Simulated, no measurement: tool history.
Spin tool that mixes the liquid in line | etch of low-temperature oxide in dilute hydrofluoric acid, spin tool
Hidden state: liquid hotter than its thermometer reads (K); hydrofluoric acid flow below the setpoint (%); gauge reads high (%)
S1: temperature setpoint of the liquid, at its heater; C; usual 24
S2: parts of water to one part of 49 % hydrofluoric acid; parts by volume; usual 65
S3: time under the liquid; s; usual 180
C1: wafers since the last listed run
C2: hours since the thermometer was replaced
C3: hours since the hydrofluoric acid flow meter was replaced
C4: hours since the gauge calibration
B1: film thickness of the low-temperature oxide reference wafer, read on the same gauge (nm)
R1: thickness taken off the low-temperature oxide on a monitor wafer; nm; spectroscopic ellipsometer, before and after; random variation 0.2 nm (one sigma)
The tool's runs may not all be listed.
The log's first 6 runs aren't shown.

run	hour	S1	S2	S3	C1	C2	C3	C4	B1	R1
7	375.6	24	65	100	297	1082	458.9	1726.6	50	26.49
8	482.2	24	65	100	808	1188.6	565.5	1833.2	49.99	26.35
9	564.1	24	65	180	621	1270.5	647.4	1915.1	50	47.68
10	647.2	24	65	180	630	1353.6	730.5	1998.2	50.01	47.64
11	754.8	27	65	230	816	1461.2	838.1	2105.8	50	68.29
12	820.1	24	65	180	495	1526.5	903.4	2171.1	50	47.81
13	925.8	24	65	180	801	1632.2	1009.1	2276.8	50	47.55
14	1004.4	22	65	275	596	1710.8	1087.7	2355.4	50	67.01
15	1050.8	24	65	180	351	1757.2	1134.1	2401.8	49.99	47.49
# hour 1062.9: thermometer replaced
16	1128.5	20.5	75	180	581	65.6	1211.8	2479.5	50	34.52

Forecast run 17:
17	1235.9	24	90	275	814	173	1319.2	2586.9	?	?

{"run 17": {"B1": 50, "R1": 48.98}}
Without the tool's hidden state the same run would have given R1 49.9 nm.
